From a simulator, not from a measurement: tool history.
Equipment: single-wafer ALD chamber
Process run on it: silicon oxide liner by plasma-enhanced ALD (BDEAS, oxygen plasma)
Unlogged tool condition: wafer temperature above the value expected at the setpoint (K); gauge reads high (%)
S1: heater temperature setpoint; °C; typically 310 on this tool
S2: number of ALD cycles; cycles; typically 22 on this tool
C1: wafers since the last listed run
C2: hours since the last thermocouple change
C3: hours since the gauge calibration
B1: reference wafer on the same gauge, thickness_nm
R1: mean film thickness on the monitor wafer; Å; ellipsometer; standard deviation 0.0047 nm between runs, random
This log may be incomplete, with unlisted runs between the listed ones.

Run 1, day 0.000: usual settings but S1 302 °C, S2 25 cycles; C1 0; C2 787.3; C3 865.8; B1 1.670. Result: R1 20.65 Å.
Run 2, day 3.992: usual settings but S1 307 °C; C1 1050; C2 883.1; C3 961.6; B1 1.670. Result: R1 18.04 Å.
Run 3, day 5.738: usual settings but S1 307 °C; C1 459; C2 925.0; C3 1003.5; B1 1.668. Result: R1 18.04 Å.
Run 4, day 8.350: usual settings but S1 307 °C; C1 687; C2 987.7; C3 1066.2; B1 1.671. Result: R1 18.04 Å.
Run 5, day 12.075: usual settings; C1 979; C2 1077.1; C3 1155.6; B1 1.671. Result: R1 17.84 Å.
Run 6, day 16.138: usual settings; C1 1068; C2 1174.6; C3 1253.1; B1 1.671. Result: R1 17.92 Å.
Run 7, day 18.892: usual settings; C1 724; C2 1240.7; C3 1319.2; B1 1.671. Result: R1 18.00 Å.
Run 8, day 20.846: usual settings but S1 299 °C; C1 514; C2 1287.6; C3 1366.1; B1 1.670. Result: R1 18.43 Å.
At day 23.121: thermocouple changed; heater temperature recalibrated.
Run 9, day 34.238: usual settings but S1 300 °C; C1 3434; C2 266.8; C3 1687.5; B1 1.670. Result: R1 18.28 Å.
Run 10, day 38.558: usual settings but S1 300 °C; C1 1136; C2 370.5; C3 1791.2; B1 1.671. Result: R1 18.36 Å.
Run 11, day 42.725: usual settings but S1 318 °C; C1 1096; C2 470.5; C3 1891.2; B1 1.671. Result: R1 17.65 Å.
Run 12, day 46.775: usual settings but S2 25 cycles; C1 1065; C2 567.7; C3 1988.4; B1 1.670. Result: R1 20.34 Å.
Run 13, day 48.600: usual settings but S2 25 cycles; C1 480; C2 611.5; C3 2032.2; B1 1.671. Result: R1 20.39 Å.
Run 14, day 52.267: usual settings; C1 964; C2 699.5; C3 2120.2; B1 1.670. Result: R1 17.96 Å.
Run 15, day 55.146: usual settings; C1 757; C2 768.6; C3 2189.3; B1 1.671. Result: R1 17.94 Å.
Run 16, day 59.083: usual settings; C1 1035; C2 863.1; C3 2283.8; B1 1.669. Result: R1 17.94 Å.
Run 17, day 65.388: usual settings but S1 306 °C; C1 1658; C2 1014.4; C3 2435.1; B1 1.670. Result: R1 18.08 Å.
Run 18, day 67.912: usual settings; C1 664; C2 1075.0; C3 2495.7; B1 1.668. Result: R1 17.94 Å.
Run 19, day 71.846: usual settings but S1 304 °C, S2 24 cycles; C1 1034; C2 1169.4; C3 2590.1; B1 1.668. Result: R1 19.78 Å.
Run 20, day 73.921: usual settings but S2 24 cycles; C1 545; C2 1219.2; C3 2639.9; B1 1.670. Result: R1 19.56 Å.
At day 75.721: thermocouple changed; heater temperature recalibrated.
Run 21, day 77.608: usual settings but S1 295 °C; C1 882; C2 45.3; C3 2728.4; B1 1.672. Result: R1 18.63 Å.
Run 22, day 79.954: usual settings but S1 301 °C, S2 18 cycles; C1 617; C2 101.6; C3 2784.7; B1 1.672. Result: R1 14.92 Å.
Run 23, day 83.888: usual settings but S1 324 °C, S2 19 cycles; C1 1034; C2 196.0; C3 2879.1; B1 1.668. Result: R1 15.17 Å.
Run 24, day 88.212: usual settings; C1 1137; C2 299.8; C3 2982.9; B1 1.671. Result: R1 18.04 Å.
Run 25, day 90.512: usual settings but S1 302 °C; C1 605; C2 355.0; C3 3038.1; B1 1.670. Result: R1 18.17 Å.
Run 26, day 92.667: usual settings but S1 304 °C, S2 25 cycles; C1 566; C2 406.7; C3 3089.8; B1 1.672. Result: R1 20.64 Å.
Run 27, day 95.371: usual settings but S1 295 °C, S2 24 cycles; C1 711; C2 471.6; C3 3154.7; B1 1.670. Result: R1 20.35 Å.
Run 28, day 98.621: usual settings; C1 854; C2 549.6; C3 3232.7; B1 1.669. Result: R1 17.92 Å.
At day 101.333: gauge calibrated.
Run 29, day 102.596: usual settings; C1 1045; C2 645.0; C3 30.3; B1 1.671. Result: R1 17.99 Å.
Run 30, day 105.179: usual settings; C1 679; C2 707.0; C3 92.3; B1 1.670. Result: R1 17.94 Å.
Run 31, day 107.758: usual settings but S1 300 °C, S2 26 cycles; C1 678; C2 768.9; C3 154.2; B1 1.671. Result: R1 21.66 Å.
Run 32, day 120.958: usual settings but S1 317 °C, S2 19 cycles; C1 3472; C2 1085.7; C3 471.0; B1 1.670. Result: R1 15.33 Å.
Run 33, day 123.238: usual settings but S2 19 cycles; C1 599; C2 1140.4; C3 525.7; B1 1.670. Result: R1 15.52 Å.
Run 34, day 127.542: usual settings but S1 321 °C; C1 1132; C2 1243.7; C3 629.0; B1 1.670. Result: R1 17.66 Å.
At day 129.446: thermocouple changed; heater temperature recalibrated.
Run 35, day 129.467: usual settings but S1 306 °C, S2 24 cycles; C1 418; C2 0.5; C3 675.2; B1 1.669. Result: R1 19.74 Å.
Run 36, day 131.158: usual settings; C1 444; C2 41.1; C3 715.8; B1 1.669. Result: R1 17.97 Å.
Run 37, day 133.454: usual settings but S1 323 °C, S2 24 cycles; C1 603; C2 96.2; C3 770.9; B1 1.671. Result: R1 19.26 Å.

Each row is a separate what-if for the run after 37, all from the same tool condition, not one after another. Results?
Run A, day 133.471: usual settings but S1 317 °C; C1 4; C2 96.6; C3 771.3; B1 ?. Result: R1 ?.
Run B, day 133.471: usual settings but S1 317 °C, S2 24 cycles; C1 4; C2 96.6; C3 771.3; B1 ?. Result: R1 ?.
Run C, day 133.471: usual settings but S2 20 cycles; C1 4; C2 96.6; C3 771.3; B1 ?. Result: R1 ?.
Run D, day 133.471: usual settings but S2 21 cycles; C1 4; C2 96.6; C3 771.3; B1 ?. Result: R1 ?.

run     B1     R1
  A  1.670  17.76
  B  1.670  19.37
  C  1.670  16.33
  D  1.670  17.14
Without the tool's unlogged condition, the same runs would have read:
run     R1
  A  17.76
  B  19.37
  C  16.33
  D  17.14
